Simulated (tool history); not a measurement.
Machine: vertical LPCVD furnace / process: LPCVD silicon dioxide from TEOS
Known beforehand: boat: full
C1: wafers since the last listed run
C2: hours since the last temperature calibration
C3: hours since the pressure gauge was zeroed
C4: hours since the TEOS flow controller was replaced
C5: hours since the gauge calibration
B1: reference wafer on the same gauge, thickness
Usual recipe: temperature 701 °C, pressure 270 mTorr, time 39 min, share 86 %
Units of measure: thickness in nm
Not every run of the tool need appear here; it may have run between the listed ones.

Run 1, hour 0: usual settings; C1 0; C2 2130.6; C3 3033.3; C4 7607.2; C5 138.3; B1 296.14. Result: thickness 302.56 nm.
Run 2, hour 14.4: usual settings; C1 163; C2 2145; C3 3047.7; C4 7621.6; C5 152.7; B1 296.49. Result: thickness 300.54 nm.
Run 3, hour 35.3: usual settings; C1 236; C2 2165.9; C3 3068.6; C4 7642.5; C5 173.6; B1 296. Result: thickness 303.23 nm.
Run 4, hour 51.3: usual settings; C1 181; C2 2181.9; C3 3084.6; C4 7658.5; C5 189.6; B1 295.62. Result: thickness 297.68 nm.
Run 5, hour 58.6: usual settings; C1 82; C2 2189.2; C3 3091.9; C4 7665.8; C5 196.9; B1 295.88. Result: thickness 300.58 nm.
Run 6, hour 67.9: usual settings; C1 105; C2 2198.5; C3 3101.2; C4 7675.1; C5 206.2; B1 296.22. Result: thickness 298.66 nm.
At hour 98.2: TEOS flow controller replaced.
Run 7, hour 98.7: usual settings; C1 77; C2 2229.3; C3 3132; C4 0.5; C5 237; B1 295.79. Result: thickness 301.17 nm.
At hour 105.3: gauge calibrated.
Run 8, hour 106: usual settings; C1 82; C2 2236.6; C3 3139.3; C4 7.8; C5 0.7; B1 296.18. Result: thickness 300.22 nm.
Run 9, hour 125.2: usual settings but temperature 698 °C; C1 217; C2 2255.8; C3 3158.5; C4 27; C5 19.9; B1 296.29. Result: thickness 280.79 nm.
Run 10, hour 132.6: usual settings but temperature 698 °C; C1 83; C2 2263.2; C3 3165.9; C4 34.4; C5 27.3; B1 295.95. Result: thickness 283.62 nm.
At hour 160.9: thermocouples replaced and temperature profile calibrated.
Run 11, hour 161.4: usual settings; C1 54; C2 0.5; C3 3194.7; C4 63.2; C5 56.1; B1 296.07. Result: thickness 299.72 nm.
Run 12, hour 166.5: usual settings but temperature 690 °C, pressure 235 mTorr, time 25 min; C1 57; C2 5.6; C3 3199.8; C4 68.3; C5 61.2; B1 296.11. Result: thickness 138.48 nm.
At hour 196.1: pressure gauge zeroed.
Run 13, hour 196.6: usual settings but temperature 693 °C, pressure 240 mTorr, time 32.5 min; C1 69; C2 35.7; C3 0.5; C4 98.4; C5 91.3; B1 295.98. Result: thickness 195.62 nm.
Run 14, hour 201.7: usual settings but temperature 711 °C; C1 57; C2 40.8; C3 5.6; C4 103.5; C5 96.4; B1 296.16. Result: thickness 379.1 nm.
Run 15, hour 213.5: usual settings but time 29.5 min; C1 133; C2 52.6; C3 17.4; C4 115.3; C5 108.2; B1 296.18. Result: thickness 228.75 nm.
Run 16, hour 227.2: usual settings but temperature 693 °C, pressure 230 mTorr, share 81 %; C1 155; C2 66.3; C3 31.1; C4 129; C5 121.9; B1 295.99. Result: thickness 222.05 nm.
Run 17, hour 242.6: usual settings but share 90 %; C1 174; C2 81.7; C3 46.5; C4 144.4; C5 137.3; B1 295.66. Result: thickness 306.32 nm.
Run 18, hour 255.6: usual settings but temperature 690 °C, time 47.5 min, share 95 %; C1 147; C2 94.7; C3 59.5; C4 157.4; C5 150.3; B1 296.51. Result: thickness 297.9 nm.
Run 19, hour 270.4: usual settings but pressure 295 mTorr, time 26.5 min; C1 167; C2 109.5; C3 74.3; C4 172.2; C5 165.1; B1 295.59. Result: thickness 213.26 nm.
Run 20, hour 281.1: usual settings; C1 121; C2 120.2; C3 85; C4 182.9; C5 175.8; B1 295.75. Result: thickness 301.18 nm.
Run 21, hour 290.7: usual settings but temperature 705 °C; C1 108; C2 129.8; C3 94.6; C4 192.5; C5 185.4; B1 295.99. Result: thickness 331.41 nm.

5 options for the next run, each taken on its own from the tool as it stands now. Forecast them:
Run A, hour 295.9: usual settings; C1 58; C2 135; C3 99.8; C4 197.7; C5 190.6; B1 ?. Result: thickness ?.
Run B, hour 295.9: usual settings but temperature 697 °C, time 27 min, share 97 %; C1 58; C2 135; C3 99.8; C4 197.7; C5 190.6; B1 ?. Result: thickness ?.
Run C, hour 295.9: usual settings but pressure 250 mTorr; C1 58; C2 135; C3 99.8; C4 197.7; C5 190.6; B1 ?. Result: thickness ?.
Run D, hour 295.9: usual settings but temperature 705 °C, pressure 215 mTorr, time 45 min, share 97 %; C1 58; C2 135; C3 99.8; C4 197.7; C5 190.6; B1 ?. Result: thickness ?.
Run E, hour 295.9: usual settings but temperature 706 °C, pressure 310 mTorr, time 43.5 min, share 74 %; C1 58; C2 135; C3 99.8; C4 197.7; C5 190.6; B1 ?. Result: thickness ?.

run      B1  thickness
  A  296.34     299.69
  B  296.34     200.73
  C  296.34     288.37
  D  296.34     359.45
  E  296.34      372.9
Take away the tool's hidden state, keep each run's random variation, and the runs would have read:
run  thickness
  A     299.69
  B     200.73
  C     288.37
  D     359.45
  E      372.9
